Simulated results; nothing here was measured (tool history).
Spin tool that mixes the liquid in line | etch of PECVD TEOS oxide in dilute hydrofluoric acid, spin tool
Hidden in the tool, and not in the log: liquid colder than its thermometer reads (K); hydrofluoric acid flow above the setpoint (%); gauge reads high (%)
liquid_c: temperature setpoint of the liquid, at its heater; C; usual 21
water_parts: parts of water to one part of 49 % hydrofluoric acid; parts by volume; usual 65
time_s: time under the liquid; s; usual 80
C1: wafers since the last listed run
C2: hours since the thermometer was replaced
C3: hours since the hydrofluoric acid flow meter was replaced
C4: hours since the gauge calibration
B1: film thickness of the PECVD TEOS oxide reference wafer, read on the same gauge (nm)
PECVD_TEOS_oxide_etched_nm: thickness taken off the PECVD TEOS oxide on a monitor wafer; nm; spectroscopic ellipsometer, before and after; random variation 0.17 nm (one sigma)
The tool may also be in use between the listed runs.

Run 1, day 0: usual settings but time_s 60 s; C1 0; C2 672.8; C3 317.2; C4 39.9; B1 90. Result: PECVD_TEOS_oxide_etched_nm 14.14 nm.
Run 2, day 0.762: usual settings but time_s 110 s; C1 197; C2 691.1; C3 335.5; C4 58.2; B1 89.98. Result: PECVD_TEOS_oxide_etched_nm 25.85 nm.
Run 3, day 1.996: usual settings but time_s 65 s; C1 319; C2 720.7; C3 365.1; C4 87.8; B1 90.01. Result: PECVD_TEOS_oxide_etched_nm 15.2 nm.
Run 4, day 3.342: usual settings but time_s 65 s; C1 348; C2 753; C3 397.4; C4 120.1; B1 90. Result: PECVD_TEOS_oxide_etched_nm 15.28 nm.
Run 5, day 4.842: usual settings; C1 388; C2 789; C3 433.4; C4 156.1; B1 89.99. Result: PECVD_TEOS_oxide_etched_nm 18.61 nm.
Run 6, day 5.908: usual settings; C1 276; C2 814.6; C3 459; C4 181.7; B1 89.99. Result: PECVD_TEOS_oxide_etched_nm 18.41 nm.
Run 7, day 7.071: usual settings; C1 300; C2 842.5; C3 486.9; C4 209.6; B1 89.99. Result: PECVD_TEOS_oxide_etched_nm 18.77 nm.
Run 8, day 7.808: usual settings; C1 190; C2 860.2; C3 504.6; C4 227.3; B1 90. Result: PECVD_TEOS_oxide_etched_nm 19.01 nm.
Run 9, day 8.496: usual settings but water_parts 90 parts by volume, time_s 125 s; C1 177; C2 876.7; C3 521.1; C4 243.8; B1 90.01. Result: PECVD_TEOS_oxide_etched_nm 20.66 nm.
At day 8.979: gauge calibrated.
Run 10, day 9.338: usual settings but liquid_c 23 C, water_parts 95 parts by volume, time_s 45 s; C1 217; C2 896.9; C3 541.3; C4 8.6; B1 89.99. Result: PECVD_TEOS_oxide_etched_nm 7.58 nm.
Run 11, day 10.642: usual settings but water_parts 95 parts by volume; C1 337; C2 928.2; C3 572.6; C4 39.9; B1 90. Result: PECVD_TEOS_oxide_etched_nm 12.52 nm.
At day 10.825: thermometer replaced.
At day 10.892: hydrofluoric acid flow meter replaced.
Run 12, day 13.204: usual settings; C1 641; C2 57.1; C3 55.5; C4 101.4; B1 90.04. Result: PECVD_TEOS_oxide_etched_nm 19.91 nm.
Run 13, day 13.917: usual settings but liquid_c 24.5 C; C1 184; C2 74.2; C3 72.6; C4 118.5; B1 90.02. Result: PECVD_TEOS_oxide_etched_nm 22.95 nm.
Run 14, day 14.571: usual settings but liquid_c 18 C, water_parts 40 parts by volume, time_s 100 s; C1 169; C2 89.9; C3 88.3; C4 134.2; B1 90.01. Result: PECVD_TEOS_oxide_etched_nm 37.01 nm.
Run 15, day 15.762: usual settings; C1 308; C2 118.5; C3 116.9; C4 162.8; B1 89.98. Result: PECVD_TEOS_oxide_etched_nm 19.84 nm.
Run 16, day 16.575: usual settings; C1 210; C2 138; C3 136.4; C4 182.3; B1 89.99. Result: PECVD_TEOS_oxide_etched_nm 19.62 nm.
Run 17, day 17.442: usual settings but liquid_c 25 C; C1 224; C2 158.8; C3 157.2; C4 203.1; B1 89.99. Result: PECVD_TEOS_oxide_etched_nm 23.56 nm.

Forecast each of these 4 alternatives for the next run:
Run A, day 17.458: usual settings; C1 4; C2 159.2; C3 157.6; C4 203.5; B1 ?. Result: PECVD_TEOS_oxide_etched_nm ?.
Run B, day 17.458: usual settings but water_parts 80 parts by volume; C1 4; C2 159.2; C3 157.6; C4 203.5; B1 ?. Result: PECVD_TEOS_oxide_etched_nm ?.
Run C, day 17.458: usual settings but time_s 55 s; C1 4; C2 159.2; C3 157.6; C4 203.5; B1 ?. Result: PECVD_TEOS_oxide_etched_nm ?.
Run D, day 17.458: usual settings but time_s 95 s; C1 4; C2 159.2; C3 157.6; C4 203.5; B1 ?. Result: PECVD_TEOS_oxide_etched_nm ?.

run     B1  PECVD_TEOS_oxide_etched_nm
  A  90.02                       20.19
  B  90.02                       16.12
  C  90.02                       13.88
  D  90.02                       23.97
Without the tool's hidden state the same runs would have given:
run  PECVD_TEOS_oxide_etched_nm
  A                       19.97
  B                       15.94
  C                       13.73
  D                       23.71
